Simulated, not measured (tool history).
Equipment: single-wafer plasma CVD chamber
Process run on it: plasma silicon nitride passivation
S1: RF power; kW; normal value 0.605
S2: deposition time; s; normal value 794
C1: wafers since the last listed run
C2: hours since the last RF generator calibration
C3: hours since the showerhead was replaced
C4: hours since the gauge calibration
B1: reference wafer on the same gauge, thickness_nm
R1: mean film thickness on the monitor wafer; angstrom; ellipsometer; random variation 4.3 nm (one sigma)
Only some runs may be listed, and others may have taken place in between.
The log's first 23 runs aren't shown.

Run 24, hour 1570.5: usual settings; C1 264; C2 428.8; C3 2376.8; C4 546.8; B1 1150.288. Result: R1 12629.84 angstrom.
Run 25, hour 1660.6: usual settings; C1 265; C2 518.9; C3 2466.9; C4 636.9; B1 1150.224. Result: R1 12586.56 angstrom.
Run 26, hour 1761.0: usual settings but S1 0.500 kW, S2 850 s; C1 295; C2 619.3; C3 2567.3; C4 737.3; B1 1150.637. Result: R1 12691.10 angstrom.
At hour 1823.7: showerhead replaced.
Run 27, hour 1834.5: usual settings but S1 0.495 kW; C1 193; C2 692.8; C3 10.8; C4 810.8; B1 1149.584. Result: R1 11741.12 angstrom.
Run 28, hour 1901.7: usual settings but S1 0.680 kW, S2 899 s; C1 198; C2 760.0; C3 78.0; C4 878.0; B1 1150.807. Result: R1 14957.17 angstrom.
Run 29, hour 1944.6: usual settings but S1 0.490 kW, S2 835 s; C1 126; C2 802.9; C3 120.9; C4 920.9; B1 1150.920. Result: R1 12367.61 angstrom.
Run 30, hour 2200.7: usual settings but S1 0.560 kW; C1 754; C2 1059.0; C3 377.0; C4 1177.0; B1 1149.681. Result: R1 12349.21 angstrom.
Run 31, hour 2267.6: usual settings but S1 0.530 kW, S2 713 s; C1 197; C2 1125.9; C3 443.9; C4 1243.9; B1 1150.167. Result: R1 10882.84 angstrom.
Run 32, hour 2356.2: usual settings but S1 0.515 kW, S2 651 s; C1 261; C2 1214.5; C3 532.5; C4 1332.5; B1 1150.283. Result: R1 9822.57 angstrom.
Run 33, hour 2463.6: usual settings but S1 0.540 kW, S2 862 s; C1 316; C2 1321.9; C3 639.9; C4 1439.9; B1 1150.589. Result: R1 13188.91 angstrom.
Run 34, hour 2533.9: usual settings; C1 207; C2 1392.2; C3 710.2; C4 1510.2; B1 1150.459. Result: R1 12610.63 angstrom.
Run 35, hour 2594.4: usual settings; C1 178; C2 1452.7; C3 770.7; C4 1570.7; B1 1150.297. Result: R1 12679.23 angstrom.
Run 36, hour 2689.9: usual settings but S1 0.545 kW; C1 281; C2 1548.2; C3 866.2; C4 1666.2; B1 1150.779. Result: R1 12169.71 angstrom.

Below are 5 alternative next runs, each starting from the tool's condition after run 36. Predict each:
Run A, hour 2690.5: usual settings but S2 874 s; C1 1; C2 1548.8; C3 866.8; C4 1666.8; B1 ?. Result: R1 ?.
Run B, hour 2690.5: usual settings but S1 0.685 kW, S2 843 s; C1 1; C2 1548.8; C3 866.8; C4 1666.8; B1 ?. Result: R1 ?.
Run C, hour 2690.5: usual settings but S1 0.525 kW, S2 642 s; C1 1; C2 1548.8; C3 866.8; C4 1666.8; B1 ?. Result: R1 ?.
Run D, hour 2690.5: usual settings but S2 847 s; C1 1; C2 1548.8; C3 866.8; C4 1666.8; B1 ?. Result: R1 ?.
Run E, hour 2690.5: usual settings but S1 0.545 kW, S2 750 s; C1 1; C2 1548.8; C3 866.8; C4 1666.8; B1 ?. Result: R1 ?.

run        B1        R1
  A  1150.691  13961.28
  B  1150.691  14047.26
  C  1150.691   9763.02
  D  1150.691  13529.99
  E  1150.691  11555.51
Without the tool's unlogged condition, the same runs would have read:
run        R1
  A  13961.28
  B  14047.26
  C   9763.02
  D  13529.99
  E  11555.51
